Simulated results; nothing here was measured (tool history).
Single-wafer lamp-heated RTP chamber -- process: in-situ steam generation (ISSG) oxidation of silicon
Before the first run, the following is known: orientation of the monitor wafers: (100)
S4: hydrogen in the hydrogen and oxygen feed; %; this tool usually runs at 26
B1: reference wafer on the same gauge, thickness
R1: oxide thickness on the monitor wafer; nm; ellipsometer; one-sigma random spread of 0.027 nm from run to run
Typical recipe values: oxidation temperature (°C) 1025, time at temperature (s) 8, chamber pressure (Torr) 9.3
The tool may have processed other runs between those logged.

run 1 hour=0 | oxidation_temperature_(°C)=1025 time_at_temperature_(s)=8 chamber_pressure_(Torr)=9.3 S4=32 | B1=5.439 | R1=5.174
run 2 hour=15.8 | oxidation_temperature_(°C)=1025 time_at_temperature_(s)=7 chamber_pressure_(Torr)=9.3 S4=26 | B1=5.442 | R1=4.633
run 3 hour=32.2 | oxidation_temperature_(°C)=1016 time_at_temperature_(s)=8 chamber_pressure_(Torr)=9.3 S4=32 | B1=5.444 | R1=4.972
run 4 hour=47.3 | oxidation_temperature_(°C)=1016 time_at_temperature_(s)=8 chamber_pressure_(Torr)=9.3 S4=32 | B1=5.439 | R1=4.958
run 5 hour=59 | oxidation_temperature_(°C)=1025 time_at_temperature_(s)=8 chamber_pressure_(Torr)=9.3 S4=26 | B1=5.442 | R1=4.932
-- hour=81.2 hydrogen flow controller replaced
run 6 hour=81.7 | oxidation_temperature_(°C)=1025 time_at_temperature_(s)=8 chamber_pressure_(Torr)=9.3 S4=26 | B1=5.443 | R1=4.867
run 7 hour=90.1 | oxidation_temperature_(°C)=1025 time_at_temperature_(s)=8 chamber_pressure_(Torr)=9.3 S4=26 | B1=5.438 | R1=4.92
run 8 hour=100.7 | oxidation_temperature_(°C)=1025 time_at_temperature_(s)=8 chamber_pressure_(Torr)=9.3 S4=26 | B1=5.444 | R1=4.891
-- hour=112.9 pyrometer window cleaned and pyrometer calibrated
-- hour=113.7 pressure gauge zeroed
run 9 hour=116.3 | oxidation_temperature_(°C)=1042 time_at_temperature_(s)=11 chamber_pressure_(Torr)=9.3 S4=26 | B1=5.436 | R1=6.04
-- hour=128.1 gauge calibrated
run 10 hour=131.2 | oxidation_temperature_(°C)=1016 time_at_temperature_(s)=8 chamber_pressure_(Torr)=10 S4=23 | B1=5.436 | R1=4.521
run 11 hour=138.7 | oxidation_temperature_(°C)=1043 time_at_temperature_(s)=8 chamber_pressure_(Torr)=10.2 S4=26 | B1=5.435 | R1=5.078
run 12 hour=151.6 | oxidation_temperature_(°C)=1020 time_at_temperature_(s)=9 chamber_pressure_(Torr)=9.8 S4=26 | B1=5.437 | R1=5.002
run 13 hour=164 | oxidation_temperature_(°C)=1031 time_at_temperature_(s)=8 chamber_pressure_(Torr)=9.3 S4=26 | B1=5.445 | R1=4.991
run 14 hour=170.9 | oxidation_temperature_(°C)=1025 time_at_temperature_(s)=9 chamber_pressure_(Torr)=9.3 S4=26 | B1=5.437 | R1=5.126
run 15 hour=177.5 | oxidation_temperature_(°C)=1025 time_at_temperature_(s)=8 chamber_pressure_(Torr)=9.3 S4=26 | B1=5.445 | R1=4.905
run 16 hour=191.9 | oxidation_temperature_(°C)=1033 time_at_temperature_(s)=5 chamber_pressure_(Torr)=9.8 S4=32 | B1=5.442 | R1=4.232
run 17 hour=201.9 | oxidation_temperature_(°C)=1030 time_at_temperature_(s)=7 chamber_pressure_(Torr)=8.6 S4=26 | B1=5.44 | R1=4.689

Exercise: give the hidden state of the tool at every run:
true wafer temperature minus pyrometer reading, K: 0, the same for each run
true pressure minus gauge reading, Torr: 0, the same for each run
deviation of the hydrogen flow from its setpoint, %: 0, the same for each run
gauge reads high (%): 0, the same for each run
